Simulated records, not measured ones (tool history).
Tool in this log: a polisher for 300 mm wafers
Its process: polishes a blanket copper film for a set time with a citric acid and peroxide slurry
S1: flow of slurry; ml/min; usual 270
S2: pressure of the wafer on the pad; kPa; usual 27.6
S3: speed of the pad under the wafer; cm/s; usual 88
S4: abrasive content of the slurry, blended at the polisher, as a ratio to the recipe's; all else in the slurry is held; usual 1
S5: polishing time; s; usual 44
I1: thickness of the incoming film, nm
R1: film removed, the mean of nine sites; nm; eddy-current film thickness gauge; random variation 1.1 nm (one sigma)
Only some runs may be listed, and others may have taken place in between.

run   hour   S1    S2   S3    S4  S5     I1     R1
  1      0  270  27.6   76     1  44  641.7  129.8
  2   14.9  270  27.6   76     1  44  638.9  131.8
  3   23.8  270  27.6   88     1  44    632  153.4
  4   32.2  270  27.6   88     1  44  629.1  153.6
  5   46.6  270  27.6   66     1  33  653.4     88
  6   56.5  240  31.7   88     1  44  642.9  174.7
  7     64  320  22.8   88     1  44    652  128.3
  8   78.3  270  22.1   88  1.15  40  631.2  117.8
  9   85.9  270  27.6   88   0.7  38    642  120.5
     106.5  -- worn pad replaced by a new one
 10  138.8  240  18.6   60     1  57  643.8   95.5
     141.2  -- head pressure recalibrated
 11  147.7  315  35.2   88  0.85  30  630.5  115.6
 12  158.2  185  18.6   88     1  44    647   92.7
 13  166.9  270  27.6   88     1  44  641.8  138.6
 14  179.5  270  33.1   88     1  44  639.8  167.8
 15  188.9  270  27.6   88     1  44  630.1    140
 16  199.6  230  27.6   88  0.75  44  629.2  126.6
     201.5  -- slurry nozzle cleaned
 17  210.6  340  36.5  102     1  44  635.2  213.4
 18  220.3  270  27.6   88     1  44    633  138.8
 19  230.1  205  35.9   88     1  38  644.3  152.8
     235.3  -- slurry blender recalibrated
     238.7  -- worn pad replaced by a new one
 20  246.4  270  23.4   88   1.2  57  648.1  163.9
 21  261.8  270  27.6   88     1  56  650.5  178.8
 22  290.6  210    31   88   1.1  44  633.7  156.8
 23  305.2  270  27.6   88     1  44  637.1  140.8
 24  320.2  205  27.6   88     1  44  653.9  137.2
 25  333.7  270  27.6   88     1  44  647.5  141.2
 26  339.9  270  24.8  108     1  58  638.9  203.9
 27  360.4  270  20.7   96   1.2  32  648.7   89.8
     373.7  -- worn pad replaced by a new one
 28  376.6  270  37.2   88   1.1  44  637.8  194.7
 29  394.5  345  27.6   88     1  44    649  141.9

Predict each of these 5 candidate next runs independently; none follows another, all start after run 29:
  A  394.9  270  27.6  88     1  53  638   ?
  B  394.9  180  27.6  76   0.7  55  638   ?
  C  394.9  330  31.7  88  0.75  52  638   ?
  D  394.9  360    31  62     1  44  638   ?
  E  394.9  315  27.6  88   0.8  44  638   ?

run     R1
  A  170.5
  B  134.8
  C  178.8
  D  115.9
  E  134.1
With the hidden condition removed and each run's random variation left untouched, the same runs would have given:
run     R1
  A  170.1
  B  134.5
  C  178.4
  D  115.7
  E  133.8
